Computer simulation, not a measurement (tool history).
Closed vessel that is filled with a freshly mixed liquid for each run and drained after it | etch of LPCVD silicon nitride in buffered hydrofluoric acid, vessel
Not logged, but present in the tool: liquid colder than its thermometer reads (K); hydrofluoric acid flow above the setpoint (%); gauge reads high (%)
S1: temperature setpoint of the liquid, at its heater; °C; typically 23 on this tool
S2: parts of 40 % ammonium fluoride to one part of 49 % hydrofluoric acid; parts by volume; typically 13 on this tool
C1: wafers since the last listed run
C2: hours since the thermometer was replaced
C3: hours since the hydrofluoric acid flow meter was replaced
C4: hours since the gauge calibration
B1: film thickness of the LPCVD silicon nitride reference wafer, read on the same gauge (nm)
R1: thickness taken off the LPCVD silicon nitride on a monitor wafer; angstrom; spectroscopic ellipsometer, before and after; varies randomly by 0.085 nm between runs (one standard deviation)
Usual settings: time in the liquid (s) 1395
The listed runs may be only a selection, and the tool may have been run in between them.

Run 1, hour 0: usual settings but S1 20 °C; C1 0; C2 1562.7; C3 440.3; C4 76.3; B1 29.98. Result: R1 141.2 angstrom.
Run 2, hour 12: usual settings but S1 20 °C; C1 695; C2 1574.7; C3 452.3; C4 88.3; B1 30. Result: R1 140.2 angstrom.
Run 3, hour 24.1: usual settings; C1 701; C2 1586.8; C3 464.4; C4 100.4; B1 30.01. Result: R1 167.1 angstrom.
Run 4, hour 34.9: usual settings; C1 626; C2 1597.6; C3 475.2; C4 111.2; B1 30. Result: R1 166.3 angstrom.
Run 5, hour 43.7: usual settings; C1 510; C2 1606.4; C3 484; C4 120; B1 30.01. Result: R1 168.5 angstrom.
Run 6, hour 54.5: usual settings; C1 626; C2 1617.2; C3 494.8; C4 130.8; B1 29.96. Result: R1 168.7 angstrom.
At hour 56.7: hydrofluoric acid flow meter replaced.
Run 7, hour 60.7: usual settings; C1 301; C2 1623.4; C3 4; C4 137; B1 30.01. Result: R1 150.9 angstrom.
At hour 64.1: gauge calibrated.
Run 8, hour 74.3: usual settings; C1 788; C2 1637; C3 17.6; C4 10.2; B1 29.96. Result: R1 152.4 angstrom.
At hour 76.9: thermometer replaced.
Run 9, hour 81.2: usual settings; C1 342; C2 4.3; C3 24.5; C4 17.1; B1 29.97. Result: R1 153.1 angstrom.
Run 10, hour 88.7: usual settings; C1 434; C2 11.8; C3 32; C4 24.6; B1 30.01. Result: R1 152.4 angstrom.
Run 11, hour 99.7: usual settings; C1 637; C2 22.8; C3 43; C4 35.6; B1 30. Result: R1 152.8 angstrom.
Run 12, hour 113.2: usual settings but S1 19.5 °C, S2 11 parts by volume, time in the liquid (s) 680; C1 782; C2 36.3; C3 56.5; C4 49.1; B1 29.99. Result: R1 72.6 angstrom.

Expected results for the next run?
Run 13, hour 126.8: usual settings; C1 788; C2 49.9; C3 70.1; C4 62.7; B1 ?. Result: R1 ?.

{"run 13": {"B1": 29.98, "R1": 153.5}}
If the tool had no hidden condition, the same run with the same run-to-run variation would have returned R1 150.4 angstrom.
